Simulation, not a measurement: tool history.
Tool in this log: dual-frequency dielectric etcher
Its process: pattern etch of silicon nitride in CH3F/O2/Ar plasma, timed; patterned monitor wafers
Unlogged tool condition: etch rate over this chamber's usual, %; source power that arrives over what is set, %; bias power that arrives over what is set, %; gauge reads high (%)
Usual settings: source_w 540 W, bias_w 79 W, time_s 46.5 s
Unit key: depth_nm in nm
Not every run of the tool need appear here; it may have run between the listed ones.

| run | hour | source_w | bias_w | time_s | wafers since the last listed run | hours since the last wet clean | hours since the last source power generator calibration | hours since the last bias power generator calibration | hours since the last upper electrode change | hours since the gauge calibration | read-back reference wafer on the same gauge, depth_nm | depth_nm |
|---|---|---|---|---|---|---|---|---|---|---|---|---|
| 1 | 0 | 540 | 79 | 46.5 | 0 | 481.3 | 3347.3 | 3991.1 | 2478.7 | 20.8 | 34.29 | 36.31 |
| 2 | 15.1 | 540 | 79 | 46.5 | 214 | 496.4 | 3362.4 | 4006.2 | 2493.8 | 35.9 | 34.3 | 36.47 |
| 3 | 26.1 | 540 | 79 | 46.5 | 156 | 507.4 | 3373.4 | 4017.2 | 2504.8 | 46.9 | 34.3 | 36.43 |
| 4 | 33.2 | 540 | 79 | 46.5 | 100 | 514.5 | 3380.5 | 4024.3 | 2511.9 | 54 | 34.3 | 36.46 |
| 5 | 39.7 | 540 | 79 | 46.5 | 92 | 521 | 3387 | 4030.8 | 2518.4 | 60.5 | 34.31 | 36.46 |
|  | 66.3 | wet clean of the chamber |
| 6 | 66.8 | 540 | 79 | 46.5 | 44 | 0.5 | 3414.1 | 4057.9 | 2545.5 | 87.6 | 34.32 | 35.03 |
|  | 68.5 | gauge calibrated |
|  | 71.2 | source power generator calibrated |
| 7 | 71.7 | 540 | 79 | 46.5 | 12 | 5.4 | 0.5 | 4062.8 | 2550.4 | 3.2 | 34.31 | 35.12 |
| 8 | 74.8 | 540 | 79 | 46.5 | 44 | 8.5 | 3.6 | 4065.9 | 2553.5 | 6.3 | 34.31 | 35.13 |
|  | 90 | bias power generator calibrated |
|  | 99.9 | upper electrode replaced |
| 9 | 100.4 | 540 | 79 | 46.5 | 166 | 34.1 | 29.2 | 10.4 | 0.5 | 31.9 | 34.29 | 35.13 |
| 10 | 100.7 | 660 | 93 | 40.5 | 4 | 34.4 | 29.5 | 10.7 | 0.8 | 32.2 | 34.32 | 33.77 |
| 11 | 109.9 | 540 | 94 | 36.5 | 130 | 43.6 | 38.7 | 19.9 | 10 | 41.4 | 34.28 | 28.94 |
| 12 | 119.7 | 540 | 69 | 46.5 | 139 | 53.4 | 48.5 | 29.7 | 19.8 | 51.2 | 34.3 | 33.91 |
| 13 | 134.1 | 470 | 68 | 33 | 204 | 67.8 | 62.9 | 44.1 | 34.2 | 65.6 | 34.3 | 23.24 |
| 14 | 145.2 | 440 | 91 | 46.5 | 157 | 78.9 | 74 | 55.2 | 45.3 | 76.7 | 34.3 | 34.91 |
| 15 | 156.7 | 540 | 73 | 57.5 | 163 | 90.4 | 85.5 | 66.7 | 56.8 | 88.2 | 34.3 | 42.65 |
|  | 167.5 | gauge calibrated |
| 16 | 173.5 | 540 | 79 | 46.5 | 238 | 107.2 | 102.3 | 83.5 | 73.6 | 6 | 34.3 | 35.31 |

Predict each of these 3 candidate next runs independently; none follows another, all start after run 16:
| A | 173.9 | 430 | 79 | 46.5 | 5 | 107.6 | 102.7 | 83.9 | 74 | 6.4 | ? | ? |
| B | 173.9 | 540 | 65 | 46.5 | 5 | 107.6 | 102.7 | 83.9 | 74 | 6.4 | ? | ? |
| C | 173.9 | 580 | 92 | 52.5 | 5 | 107.6 | 102.7 | 83.9 | 74 | 6.4 | ? | ? |

| run | read-back reference wafer on the same gauge, depth_nm | depth_nm |
|---|---|---|
| A | 34.3 | 33.46 |
| B | 34.3 | 33.61 |
| C | 34.3 | 42.44 |
Stripped of hidden state, with their random variation kept, the same runs would have yielded:
| run | depth_nm |
|---|---|
| A | 33.33 |
| B | 33.48 |
| C | 42.27 |
